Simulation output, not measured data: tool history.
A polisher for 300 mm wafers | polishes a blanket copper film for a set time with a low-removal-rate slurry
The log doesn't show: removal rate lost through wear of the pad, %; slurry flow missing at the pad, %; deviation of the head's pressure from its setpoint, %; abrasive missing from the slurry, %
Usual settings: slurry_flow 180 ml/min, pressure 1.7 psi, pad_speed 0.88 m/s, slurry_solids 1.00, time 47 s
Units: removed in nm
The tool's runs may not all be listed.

| run | hour | slurry_flow | pressure | pad_speed | slurry_solids | time | wafers since the last listed run | wafers polished on this pad | hours since the slurry nozzle was cleaned | hours since the head pressure was calibrated | hours since the slurry blender was calibrated | incoming thickness of the incoming film, nm | removed |
|---|---|---|---|---|---|---|---|---|---|---|---|---|---|
| 1 | 0.0 | 180 | 1.7 | 0.88 | 1.00 | 47 | 0 | 1658 | 579.1 | 249.2 | 318.9 | 991.6 | 68.6 |
| 2 | 53.4 | 180 | 1.7 | 0.88 | 1.00 | 47 | 627 | 2285 | 632.5 | 302.6 | 372.3 | 988.2 | 67.6 |
|  | 66.4 | slurry blender recalibrated |
| 3 | 78.2 | 180 | 1.7 | 0.88 | 1.00 | 47 | 268 | 2553 | 657.3 | 327.4 | 11.8 | 973.6 | 66.6 |
| 4 | 133.4 | 180 | 1.7 | 0.88 | 0.85 | 47 | 648 | 3202 | 712.5 | 382.6 | 67.0 | 990.7 | 65.1 |
| 5 | 180.6 | 180 | 1.7 | 0.88 | 1.00 | 47 | 554 | 3757 | 759.7 | 429.8 | 114.2 | 993.8 | 66.7 |
|  | 213.1 | slurry nozzle cleaned |
|  | 214.7 | worn pad replaced by a new one |
| 6 | 239.6 | 180 | 1.8 | 0.88 | 1.00 | 47 | 662 | 292 | 26.5 | 488.8 | 173.2 | 973.7 | 71.4 |
| 7 | 282.6 | 180 | 1.8 | 0.88 | 1.00 | 47 | 505 | 797 | 69.5 | 531.8 | 216.2 | 999.5 | 70.1 |
| 8 | 335.9 | 180 | 1.8 | 0.88 | 1.00 | 47 | 626 | 1424 | 122.8 | 585.1 | 269.5 | 995.5 | 71.4 |
| 9 | 366.7 | 180 | 1.5 | 0.88 | 1.00 | 47 | 362 | 1786 | 153.6 | 615.9 | 300.3 | 994.5 | 59.2 |
| 10 | 411.1 | 180 | 1.5 | 0.88 | 1.00 | 47 | 521 | 2308 | 198.0 | 660.3 | 344.7 | 971.5 | 58.8 |
|  | 425.5 | slurry blender recalibrated |
| 11 | 471.9 | 230 | 1.7 | 0.88 | 0.85 | 47 | 691 | 2999 | 258.8 | 721.1 | 46.4 | 995.4 | 66.1 |
| 12 | 503.8 | 180 | 1.4 | 0.88 | 0.80 | 62 | 375 | 3374 | 290.7 | 753.0 | 78.3 | 972.5 | 68.0 |
| 13 | 544.7 | 180 | 1.2 | 0.88 | 1.00 | 47 | 480 | 3855 | 331.6 | 793.9 | 119.2 | 993.1 | 46.5 |
| 14 | 592.0 | 245 | 1.7 | 1.10 | 0.80 | 51 | 556 | 4411 | 378.9 | 841.2 | 166.5 | 970.1 | 90.0 |
| 15 | 617.2 | 180 | 1.7 | 0.88 | 1.10 | 47 | 296 | 4707 | 404.1 | 866.4 | 191.7 | 992.6 | 66.4 |
|  | 632.9 | worn pad replaced by a new one |
| 16 | 656.5 | 180 | 2.1 | 0.62 | 1.10 | 47 | 414 | 277 | 443.4 | 905.7 | 231.0 | 986.9 | 58.2 |
|  | 770.9 | head pressure recalibrated |
| 17 | 788.7 | 180 | 1.7 | 0.76 | 0.85 | 60 | 1530 | 1808 | 575.6 | 17.8 | 363.2 | 971.5 | 68.3 |
| 18 | 813.1 | 180 | 1.7 | 0.88 | 1.00 | 47 | 286 | 2094 | 600.0 | 42.2 | 387.6 | 1002.1 | 63.5 |
|  | 852.2 | slurry blender recalibrated |
| 19 | 874.6 | 180 | 1.7 | 0.88 | 1.00 | 41 | 699 | 2794 | 661.5 | 103.7 | 22.4 | 998.6 | 55.6 |
|  | 917.6 | slurry nozzle cleaned |
| 20 | 943.8 | 180 | 1.7 | 0.88 | 1.00 | 47 | 801 | 3596 | 26.2 | 172.9 | 91.6 | 996.4 | 63.3 |
| 21 | 983.6 | 155 | 1.7 | 0.70 | 1.00 | 47 | 467 | 4063 | 66.0 | 212.7 | 131.4 | 995.8 | 49.3 |
|  | 1002.9 | worn pad replaced by a new one |
| 22 | 1024.8 | 225 | 1.7 | 0.88 | 1.00 | 47 | 437 | 257 | 107.2 | 253.9 | 172.6 | 1004.8 | 64.8 |
| 23 | 1074.0 | 180 | 1.2 | 0.80 | 1.00 | 47 | 578 | 835 | 156.4 | 303.1 | 221.8 | 986.9 | 40.4 |
| 24 | 1129.6 | 180 | 1.7 | 0.88 | 1.25 | 47 | 653 | 1489 | 212.0 | 358.7 | 277.4 | 992.8 | 65.6 |
|  | 1170.3 | head pressure recalibrated, repeated, since the last time left the tool worse |
| 25 | 1175.4 | 180 | 1.7 | 0.88 | 1.00 | 47 | 514 | 2004 | 257.8 | 5.1 | 323.2 | 998.1 | 67.5 |
| 26 | 1223.1 | 180 | 1.7 | 0.88 | 1.00 | 47 | 560 | 2564 | 305.5 | 52.8 | 370.9 | 981.8 | 68.6 |
| 27 | 1257.2 | 180 | 1.2 | 0.64 | 1.30 | 47 | 400 | 2965 | 339.6 | 86.9 | 405.0 | 989.8 | 36.4 |
|  | 1289.6 | slurry blender recalibrated |
|  | 1403.3 | worn pad replaced by a new one |
| 28 | 1464.5 | 150 | 1.7 | 0.76 | 1.10 | 34 | 2366 | 719 | 546.9 | 294.2 | 174.9 | 996.9 | 42.0 |
| 29 | 1489.7 | 180 | 1.2 | 0.88 | 0.90 | 47 | 296 | 1015 | 572.1 | 319.4 | 200.1 | 1007.2 | 46.9 |
| 30 | 1529.4 | 180 | 2.0 | 0.88 | 1.00 | 33 | 466 | 1482 | 611.8 | 359.1 | 239.8 | 1001.3 | 55.4 |
| 31 | 1601.4 | 180 | 1.7 | 0.88 | 1.00 | 47 | 846 | 2328 | 683.8 | 431.1 | 311.8 | 979.4 | 67.6 |

Forecast each of these 3 alternatives for the next run:
| A | 1601.8 | 210 | 1.7 | 0.88 | 1.00 | 47 | 4 | 2333 | 684.2 | 431.5 | 312.2 | 998.3 | ? |
| B | 1601.8 | 180 | 1.7 | 0.88 | 1.00 | 62 | 4 | 2333 | 684.2 | 431.5 | 312.2 | 998.3 | ? |
| C | 1601.8 | 180 | 1.7 | 0.68 | 1.00 | 47 | 4 | 2333 | 684.2 | 431.5 | 312.2 | 998.3 | ? |

| run | removed |
|---|---|
| A | 68.7 |
| B | 88.9 |
| C | 52.1 |
Without the tool's hidden state the same runs would have given:
| run | removed |
|---|---|
| A | 70.0 |
| B | 90.6 |
| C | 53.1 |
